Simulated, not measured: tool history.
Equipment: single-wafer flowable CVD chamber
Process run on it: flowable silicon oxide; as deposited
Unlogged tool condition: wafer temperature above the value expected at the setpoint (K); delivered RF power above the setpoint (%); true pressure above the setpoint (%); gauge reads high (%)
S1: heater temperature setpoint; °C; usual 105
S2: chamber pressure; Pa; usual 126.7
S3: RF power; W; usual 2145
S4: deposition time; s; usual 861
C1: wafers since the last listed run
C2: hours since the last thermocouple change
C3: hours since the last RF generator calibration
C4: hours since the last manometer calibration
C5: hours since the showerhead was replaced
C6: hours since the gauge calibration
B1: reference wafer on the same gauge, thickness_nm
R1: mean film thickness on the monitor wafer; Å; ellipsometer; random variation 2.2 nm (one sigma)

run     day   S1     S2    S3    S4  C1     C2      C3      C4      C5     C6       B1       R1
  1       0  105  126.7  2145   861   0  955.6  2265.2  2158.7  2763.1  281.7  666.024  6005.46
      0.333  -- gauge calibrated
  2   0.683  105  114.8  2145   861  37    972  2281.6  2175.1  2779.5    8.4   665.91  5467.23
  3   1.033  105  126.7  2290   861  19  980.4    2290  2183.5  2787.9   16.8  665.591  6098.76
  4   1.354  105  126.7  2290   861  17  988.1  2297.7  2191.2  2795.6   24.5  665.957  6109.69
  5   1.825   96  126.7  2145   947  26  999.4    2309  2202.5  2806.9   35.8  665.764  9009.77
      2.267  -- thermocouple changed; heater temperature recalibrated
      2.367  -- showerhead replaced
      2.458  -- RF generator calibrated
  6   2.479  119  126.7  2145   911   7    5.1     0.5  2218.2     2.7   51.5  665.288  3790.32
  7   2.858  105  126.7  2505   861  20   14.2     9.6  2227.3    11.8   60.6  666.237  5789.07
  8   3.204  105  108.3  2145  1029  19   22.5    17.9  2235.6    20.1   68.9  665.481  5782.09
  9   3.471  114  134.9  2345   787  14   28.9    24.3    2242    26.5   75.3  665.875  4159.92
 10   4.162   92  126.7  2145   861  38   45.5    40.9  2258.6    43.1   91.9  666.772     8789
      4.933  -- capacitance manometer re-zeroed and calibrated
 11   4.954  105  126.7  2145   861  25   64.5    59.9     0.5    62.1  110.9   665.71  5692.42
 12   5.296  105  117.6  2145   998  18   72.7    68.1     8.7    70.3  119.1  666.566   6138.7
 13   5.617  105  126.7  2015   861  17   80.4    75.8    16.4      78  126.8  666.165  5606.42
 14   5.904   96  126.7  2275   861  15   87.3    82.7    23.3    84.9  133.7  665.297  7800.62
 15   6.638   94  126.7  1900   715  40  104.9   100.3    40.9   102.5  151.3  666.712  6691.85
 16   6.975  105  126.7  1745   861  18    113   108.4      49   110.6  159.4  665.235  5428.22
 17   8.133  105  126.7  2145   861  64  140.8   136.2    76.8   138.4  187.2  665.687  5649.84
 18   8.517   91  108.4  2145  1017  21    150   145.4      86   147.6  196.4  665.485  9256.39
 19   8.908  115  140.7  1975   861  21  159.4   154.8    95.4     157  205.8  666.404  4480.25
 20   9.483  115  101.6  2350   699  31  173.2   168.6   109.2   170.8  219.6  666.527   2678.5
 21   9.896  105  126.7  2145  1026  22  183.1   178.5   119.1   180.7  229.5  665.585  6791.58
 22   10.35  105  126.7  2145   861  25    194   189.4     130   191.6  240.4  665.713  5666.48
 23  11.233  105  126.7  2145   861  48  215.2   210.6   151.2   212.8  261.6  665.453  5731.08
 24  11.912  115  101.7  2145   861  37  231.5   226.9   167.5   229.1  277.9  665.777  3294.98
 25  12.533  105  117.6  2145   998  34  246.4   241.8   182.4     244  292.8  666.446  6137.04
 26  12.962  105  126.7  2145   861  23  256.7   252.1   192.7   254.3  303.1   666.56  5683.47
 27  13.429  105  126.7  2145   861  25  267.9   263.3   203.9   265.5  314.3  666.364  5662.95

What if the next run were any one of these 5? Each begins from the tool's condition after run 27:
  A  13.454  105  126.7  2145  861   1  268.5  263.9  204.5  266.1  314.9   ?   ?
  B  13.454   93  144.5  1865  861   1  268.5  263.9  204.5  266.1  314.9   ?   ?
  C  13.454   91  126.7  2145  861   1  268.5  263.9  204.5  266.1  314.9   ?   ?
  D  13.454   97  145.6  2145  811   1  268.5  263.9  204.5  266.1  314.9   ?   ?
  E  13.454   96  153.2  2145  861   1  268.5  263.9  204.5  266.1  314.9   ?   ?

run      B1       R1
  A  665.82   5693.8
  B  665.82   9523.7
  C  665.82  9192.94
  D  665.82  8093.58
  E  665.82  9323.74
Without the tool's hidden state the same runs would have given:
run       R1
  A  5636.55
  B  9427.22
  C  9098.75
  D  8013.38
  E  9230.84

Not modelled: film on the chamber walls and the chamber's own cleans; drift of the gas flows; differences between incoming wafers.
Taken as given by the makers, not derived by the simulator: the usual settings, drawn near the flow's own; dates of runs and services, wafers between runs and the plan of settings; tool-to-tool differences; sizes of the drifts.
